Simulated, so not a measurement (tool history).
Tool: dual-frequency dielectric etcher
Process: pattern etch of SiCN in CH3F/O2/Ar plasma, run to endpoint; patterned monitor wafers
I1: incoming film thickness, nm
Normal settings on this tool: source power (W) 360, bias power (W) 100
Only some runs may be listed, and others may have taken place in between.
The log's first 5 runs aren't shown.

Run 6, day 4.742: usual settings but source power (W) 310; I1 9.45. Result: endpoint time (s) 23.7.
Run 7, day 5.254: usual settings; I1 9.35. Result: endpoint time (s) 22.9.
Run 8, day 6.167: usual settings; I1 9.35. Result: endpoint time (s) 22.6.
Run 9, day 7.079: usual settings; I1 9.4. Result: endpoint time (s) 22.8.
Run 10, day 8.15: usual settings; I1 9.37. Result: endpoint time (s) 22.6.
Run 11, day 9.546: usual settings; I1 9.4. Result: endpoint time (s) 23.1.
At day 11.458: wet clean of the chamber.
Run 12, day 13.221: usual settings but source power (W) 290, bias power (W) 113; I1 9.36. Result: endpoint time (s) 22.2.
At day 14.488: upper electrode replaced.
Run 13, day 14.508: usual settings but source power (W) 290, bias power (W) 113; I1 9.43. Result: endpoint time (s) 22.3.
Run 14, day 15.517: usual settings but source power (W) 290, bias power (W) 113; I1 9.28. Result: endpoint time (s) 22.3.
Run 15, day 16.871: usual settings; I1 9.36. Result: endpoint time (s) 22.4.
Run 16, day 17.567: usual settings; I1 9.38. Result: endpoint time (s) 22.2.
At day 18.442: source power generator calibrated.
At day 20.308: bias power generator calibrated.
Run 17, day 21.742: usual settings; I1 9.43. Result: endpoint time (s) 22.6.
Run 18, day 23.117: usual settings but source power (W) 300, bias power (W) 109; I1 9.32. Result: endpoint time (s) 22.8.
Run 19, day 23.992: usual settings but source power (W) 430, bias power (W) 85; I1 9.39. Result: endpoint time (s) 22.8.
Run 20, day 24.712: usual settings but source power (W) 270, bias power (W) 80; I1 9.41. Result: endpoint time (s) 27.
Run 21, day 25.338: usual settings but source power (W) 320; I1 9.42. Result: endpoint time (s) 23.5.
Run 22, day 25.9: usual settings; I1 9.44. Result: endpoint time (s) 22.9.
At day 28.229: wet clean of the chamber.
Run 23, day 28.25: usual settings but bias power (W) 112; I1 9.35. Result: endpoint time (s) 21.2.

What does the tool deliver on the next run?
Run 24, day 28.262: usual settings but bias power (W) 77; I1 9.38. Result: endpoint time (s) ?.

endpoint time (s): 24.7
Minus the tool's unlogged condition, the same run would have read endpoint time (s) 24.7.
